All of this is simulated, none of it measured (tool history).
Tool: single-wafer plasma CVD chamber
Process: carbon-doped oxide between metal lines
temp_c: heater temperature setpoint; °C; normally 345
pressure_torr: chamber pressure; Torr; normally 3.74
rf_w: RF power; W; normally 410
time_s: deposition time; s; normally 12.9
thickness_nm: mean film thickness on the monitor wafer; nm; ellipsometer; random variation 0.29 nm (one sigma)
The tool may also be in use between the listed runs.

run	hour	temp_c	pressure_torr	rf_w	time_s	wafers since the last listed run	hours since the last thermocouple change	hours since the last RF generator calibration	hours since the last manometer calibration	hours since the showerhead was replaced	hours since the gauge calibration	read-back reference wafer on the same gauge, thickness_nm	thickness_nm
1	0	345	3.74	410	12.9	0	1060.3	1043.5	1242.2	2477.9	1473.1	53.445	58.092
2	44.7	345	3.74	410	12.9	1331	1105	1088.2	1286.9	2522.6	1517.8	53.491	58.222
3	156.7	345	3.74	410	12.9	3336	1217	1200.2	1398.9	2634.6	1629.8	53.833	58.756
4	222.9	345	3.74	410	12.9	1971	1283.2	1266.4	1465.1	2700.8	1696	54.182	58.89
# hour 229.1: gauge calibrated
5	268.5	345	3.74	410	12.9	1358	1328.8	1312	1510.7	2746.4	39.4	51.631	56.143
6	325.3	345	3.74	410	12.9	1691	1385.6	1368.8	1567.5	2803.2	96.2	51.645	56.186
7	373.1	345	3.74	410	12.9	1423	1433.4	1416.6	1615.3	2851	144	51.795	55.805
8	408.2	345	3.74	410	12.9	1045	1468.5	1451.7	1650.4	2886.1	179.1	51.856	55.915
9	451	345	3.74	410	12.9	1274	1511.3	1494.5	1693.2	2928.9	221.9	51.793	56.265
# hour 496.5: RF generator calibrated
10	506.9	345	3.74	410	12.9	1426	1567.2	10.4	1749.1	2984.8	277.8	51.795	56.063
# hour 545: thermocouple changed; heater temperature recalibrated
11	574.6	345	4.44	410	14.5	1778	29.6	78.1	1816.8	3052.5	345.5	51.903	64.911
# hour 587.8: capacitance manometer re-zeroed and calibrated
12	603.9	353	4.25	340	10.5	634	58.9	107.4	16.1	3081.8	374.8	51.859	40.574
13	664.3	338	2.99	455	12.9	1799	119.3	167.8	76.5	3142.2	435.2	51.969	60.07
14	727.7	345	3.74	370	12.9	1888	182.7	231.2	139.9	3205.6	498.6	51.968	52.908
15	765.7	333	3.38	445	12.9	1131	220.7	269.2	177.9	3243.6	536.6	52.033	60.828
16	820	358	3.74	410	13.6	1617	275	323.5	232.2	3297.9	590.9	52.091	57.773
17	876.1	345	4.54	450	14.2	1671	331.1	379.6	288.3	3354	647	52.112	68.297
# hour 933.4: showerhead replaced
18	933.9	345	3.12	485	12.9	1483	388.9	437.4	346.1	0.5	704.8	52.266	61.251
19	996.5	345	3.14	410	12.9	1864	451.5	500	408.7	63.1	767.4	52.391	55.819
20	1032.1	345	4.04	365	12.9	1060	487.1	535.6	444.3	98.7	803	52.549	53.375
21	1085.7	345	2.88	370	12.9	1596	540.7	589.2	497.9	152.3	856.6	52.504	51.086
22	1121.7	345	3.74	410	12.9	1072	576.7	625.2	533.9	188.3	892.6	52.61	56.871
23	1158.5	345	3.74	410	12.9	1096	613.5	662	570.7	225.1	929.4	52.747	56.949
24	1227.7	345	3.74	410	12.9	2061	682.7	731.2	639.9	294.3	998.6	52.79	57.326
25	1415.6	345	4.33	410	12.9	5597	870.6	919.1	827.8	482.2	1186.5	53.441	59.274
26	1453.1	345	4.16	365	11.7	1117	908.1	956.6	865.3	519.7	1224	53.496	49.596
27	1483.8	345	2.88	370	12.9	914	938.8	987.3	896	550.4	1254.7	53.635	52.413
28	1538	345	3.74	410	12.9	1614	993	1041.5	950.2	604.6	1308.9	53.66	58.641
29	1584.8	339	3.74	410	14.2	1394	1039.8	1088.3	997	651.4	1355.7	53.773	65.215

Predict each of these 3 candidate next runs independently; none follows another, all start after run 29:
A	1585.2	345	3.74	410	11.5	11	1040.2	1088.7	997.4	651.8	1356.1	?	?
B	1585.2	333	3.24	355	14.8	11	1040.2	1088.7	997.4	651.8	1356.1	?	?
C	1585.2	359	3.74	410	10.8	11	1040.2	1088.7	997.4	651.8	1356.1	?	?

run	read-back reference wafer on the same gauge, thickness_nm	thickness_nm
A	53.841	52.153
B	53.841	62.003
C	53.841	47.036
With the hidden condition removed and each run's random variation left untouched, the same runs would have given:
run	thickness_nm
A	49.812
B	59.22
C	44.925
